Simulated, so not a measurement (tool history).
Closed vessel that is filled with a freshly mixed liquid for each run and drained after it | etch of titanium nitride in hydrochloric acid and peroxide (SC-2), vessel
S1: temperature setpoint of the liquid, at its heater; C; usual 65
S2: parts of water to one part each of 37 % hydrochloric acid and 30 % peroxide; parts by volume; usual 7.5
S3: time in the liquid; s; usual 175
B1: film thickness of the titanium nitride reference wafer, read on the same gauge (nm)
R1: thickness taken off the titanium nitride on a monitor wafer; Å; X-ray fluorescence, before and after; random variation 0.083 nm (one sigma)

run    hour    S1   S2   S3      B1     R1
  1       0    65  7.5  175   99.99   89.3
  2    35.4    65  7.5  175  100.01   88.7
  3    79.4    65  6.5  175  100.01   98.3
      149.2  -- thermometer replaced
      231.9  -- gauge calibrated
  4   291.3    65  6.5  175  100.01   99.4
  5   351.5    65  7.5  175   99.98   87.6
  6   391.9    65  7.5  175   99.99     87
  7     422    65  7.5  175  100.04   86.9
  8   452.4    60  5.5  175   99.96   81.5
  9   482.8    72  9.5  175  100.01  108.8
 10   554.2  59.5  7.5  270   99.97   95.2
 11   578.6    65  7.5  175  100.02   85.5
      604.2  -- new drum of peroxide connected
 12     629    70    4  110  100.01  122.4
 13   664.6    65  7.5  175  100.01   90.7
 14   723.1    65  7.5  175  100.01   90.1
 15     788    65  4.5  250   99.97  187.3
 16   839.1    58  7.5  145     100   47.7
 17   868.1  58.5  7.5  240  100.05   81.6
 18   939.8    65  7.5  175     100   89.3
 19   988.2  60.5  7.5  240   99.95     92
 20    1023    65  7.5  175     100   89.2
     1067.5  -- chemicals flow meter replaced
 21  1090.1    65  7.5  175   99.94   90.1
 22  1147.2    70  7.5  175  100.01  119.9
 23  1187.6    65  7.5  175   99.96     87
 24  1253.5  61.5  7.5  175  100.01   70.5
 25  1289.6    65  7.5  110  100.01   55.5
 26  1355.6    65  7.5  175  100.01   87.8
 27  1426.4    72  9.5  205   99.99  129.4
 28  1463.7    65    5  145   99.98     97
     1506.9  -- gauge calibrated
 29  1515.1    72    4   85  100.02  101.4

Forecast each of these 4 alternatives for the next run:
  A  1515.8  65  11.5  175   ?   ?
  B  1515.8  72   4.5  135   ?   ?
  C  1515.8  72   4.5  175   ?   ?
  D  1515.8  65   7.5   75   ?   ?

run     B1     R1
  A  99.98   59.9
  B  99.98  146.7
  C  99.98  190.1
  D  99.98   36.6
Without the tool's hidden state the same runs would have given:
run     R1
  A   64.7
  B  157.3
  C  203.9
  D   39.4
